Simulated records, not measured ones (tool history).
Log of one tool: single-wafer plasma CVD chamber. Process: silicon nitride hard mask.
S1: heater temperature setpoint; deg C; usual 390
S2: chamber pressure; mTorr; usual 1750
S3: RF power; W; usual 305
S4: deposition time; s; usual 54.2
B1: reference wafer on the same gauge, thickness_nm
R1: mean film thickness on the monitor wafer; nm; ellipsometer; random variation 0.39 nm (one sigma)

| run | day | S1 | S2 | S3 | S4 | B1 | R1 |
|---|---|---|---|---|---|---|---|
| 1 | 0 | 390 | 1620 | 305 | 54.2 | 59.199 | 65.024 |
| 2 | 3.65 | 390 | 1750 | 305 | 54.2 | 59.209 | 65.89 |
| 3 | 6.208 | 390 | 1750 | 305 | 54.2 | 59.124 | 66.029 |
| 4 | 9.312 | 390 | 1750 | 305 | 54.2 | 59.208 | 65.77 |
| 5 | 12.95 | 390 | 1750 | 305 | 54.2 | 59.204 | 66.416 |
| 6 | 15.775 | 383 | 1410 | 305 | 54.2 | 59.218 | 62.801 |
| 7 | 19.279 | 390 | 1750 | 305 | 50.2 | 59.254 | 61.592 |
| 8 | 22.433 | 390 | 2010 | 345 | 54.2 | 59.199 | 76.803 |
| 9 | 24.558 | 390 | 2170 | 335 | 54.2 | 59.172 | 75.216 |
|  | 26.254 | capacitance manometer re-zeroed and calibrated |
| 10 | 27.396 | 401 | 1750 | 305 | 54.2 | 59.232 | 65.731 |
| 11 | 28.992 | 390 | 1750 | 305 | 54.2 | 59.184 | 66.371 |
| 12 | 31.858 | 395 | 1460 | 305 | 54.2 | 59.173 | 63.931 |
| 13 | 33.521 | 390 | 1750 | 265 | 54.2 | 59.173 | 56.484 |
|  | 34.988 | RF generator calibrated |
| 14 | 36.033 | 400 | 1610 | 340 | 57.4 | 59.128 | 75.308 |
| 15 | 38.279 | 376 | 1420 | 360 | 50.8 | 59.154 | 68.557 |
| 16 | 40.583 | 390 | 1750 | 305 | 50.2 | 59.244 | 61.326 |
|  | 41.488 | thermocouple changed; heater temperature recalibrated |
|  | 41.712 | showerhead replaced |
| 17 | 46.358 | 390 | 1750 | 305 | 54.2 | 59.2 | 65.552 |
| 18 | 49.312 | 382 | 1750 | 305 | 54.2 | 59.19 | 66.262 |
|  | 50.592 | gauge calibrated |
| 19 | 53.396 | 398 | 1750 | 305 | 54.2 | 59.199 | 65.845 |
| 20 | 55.433 | 377 | 1750 | 340 | 44.2 | 59.129 | 59.644 |
| 21 | 58.771 | 390 | 1480 | 250 | 45.3 | 59.163 | 42.958 |
| 22 | 62.412 | 402 | 1750 | 355 | 54.2 | 59.195 | 74.349 |
| 23 | 66.242 | 390 | 1620 | 340 | 54.2 | 59.197 | 71.251 |
| 24 | 68.683 | 383 | 2060 | 305 | 59.2 | 59.213 | 74.789 |
|  | 71.25 | RF generator calibrated |
| 25 | 71.604 | 390 | 1750 | 260 | 60.9 | 59.193 | 62.445 |
| 26 | 78.054 | 390 | 1630 | 305 | 54.2 | 59.209 | 64.113 |
| 27 | 79.65 | 400 | 1390 | 290 | 63 | 59.106 | 68.426 |
| 28 | 81.829 | 390 | 1460 | 305 | 54.2 | 59.202 | 63.067 |
| 29 | 86.254 | 390 | 1750 | 305 | 54.2 | 59.206 | 65.842 |

The tool's hidden state at each run:
wafer temperature above the value expected at the setpoint (K): 0 in every run
delivered RF power above the setpoint (%): 0 in every run
true pressure above the setpoint (%): 0 in every run
gauge reads high (%): 0 in every run
